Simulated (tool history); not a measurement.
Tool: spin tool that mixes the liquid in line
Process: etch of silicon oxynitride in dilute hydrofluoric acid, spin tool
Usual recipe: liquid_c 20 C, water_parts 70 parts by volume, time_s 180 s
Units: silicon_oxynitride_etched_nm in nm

| run | hour | liquid_c | water_parts | time_s | read-back film thickness of the silicon oxynitride reference wafer, read on the same gauge (nm) | silicon_oxynitride_etched_nm |
|---|---|---|---|---|---|---|
| 1 | 0 | 20 | 80 | 260 | 70.025 | 4.098 |
| 2 | 9.1 | 20 | 80 | 260 | 70.014 | 4.039 |
| 3 | 15.5 | 20 | 70 | 180 | 70.012 | 3.373 |
| 4 | 23.8 | 20 | 70 | 180 | 70.001 | 3.331 |
| 5 | 40.2 | 22 | 70 | 180 | 70.021 | 3.6 |
| 6 | 56.2 | 22 | 70 | 180 | 69.99 | 3.78 |
| 7 | 67.4 | 20 | 75 | 180 | 69.999 | 3.17 |
| 8 | 74 | 20 | 75 | 180 | 70.024 | 3.051 |
| 9 | 90.6 | 20 | 60 | 180 | 70.002 | 4.048 |
| 10 | 100.6 | 20 | 50 | 180 | 69.992 | 4.409 |
| 11 | 112.3 | 20 | 50 | 180 | 69.989 | 4.352 |
| 12 | 126.7 | 25 | 70 | 135 | 69.983 | 2.997 |
| 13 | 141.5 | 25 | 70 | 280 | 69.995 | 6.266 |
| 14 | 157.9 | 21.5 | 85 | 85 | 69.996 | 1.303 |
| 15 | 171.4 | 24 | 95 | 250 | 69.997 | 3.679 |
| 16 | 181.8 | 17 | 85 | 180 | 69.994 | 2.179 |
| 17 | 194.7 | 23.5 | 70 | 180 | 70.016 | 3.696 |
| 18 | 212 | 20 | 70 | 240 | 69.966 | 4.261 |
| 19 | 219.5 | 17 | 100 | 80 | 69.997 | 0.815 |
| 20 | 235.2 | 23.5 | 70 | 215 | 69.983 | 4.528 |
| 21 | 244.6 | 20 | 60 | 220 | 69.986 | 4.649 |
| 22 | 252.5 | 20 | 70 | 275 | 70.003 | 4.836 |
| 23 | 261.1 | 22 | 70 | 245 | 70.005 | 4.7 |
| 24 | 274.5 | 18.5 | 85 | 180 | 69.988 | 2.432 |
| 25 | 291.2 | 21.5 | 70 | 125 | 69.997 | 2.389 |
| 26 | 300.1 | 20 | 70 | 180 | 70.011 | 3.261 |
| 27 | 318 | 17 | 70 | 135 | 69.994 | 2.031 |
| 28 | 334.2 | 18 | 70 | 180 | 70.008 | 2.967 |
| 29 | 350.3 | 20 | 70 | 180 | 69.994 | 3.278 |
| 30 | 362.3 | 23.5 | 70 | 280 | 70.003 | 6.07 |
| 31 | 373.3 | 24.5 | 105 | 180 | 70.004 | 2.631 |
| 32 | 381.5 | 20 | 70 | 180 | 70 | 3.22 |
| 33 | 396.2 | 23 | 70 | 105 | 70.004 | 2.23 |
| 34 | 410.8 | 20 | 70 | 180 | 69.993 | 3.38 |

Removed from this log: 3 entries logged between the listed runs. Between which two listed runs does each belong, and how does the tool's hidden state at the listed run before it compare with that at the listed run after it?
Run 4 -> run 5: hydrofluoric acid flow meter replaced (hour 39.7)
  liquid hotter than its thermometer reads (K): 1.8 -> 1.87
  measured result minus the result with no hidden state, silicon_oxynitride_etched_nm: +0.283 -> +0.313 nm
Run 9 -> run 10: thermometer replaced (hour 100.1)
  liquid hotter than its thermometer reads (K): 2.08 -> 0.168
  measured result minus the result with no hidden state, silicon_oxynitride_etched_nm: +0.396 -> +0.037 nm
Run 16 -> run 17: gauge calibrated (hour 187.2)
  liquid hotter than its thermometer reads (K): 0.508 -> 0.562
  measured result minus the result with no hidden state, silicon_oxynitride_etched_nm: +0.056 -> +0.099 nm

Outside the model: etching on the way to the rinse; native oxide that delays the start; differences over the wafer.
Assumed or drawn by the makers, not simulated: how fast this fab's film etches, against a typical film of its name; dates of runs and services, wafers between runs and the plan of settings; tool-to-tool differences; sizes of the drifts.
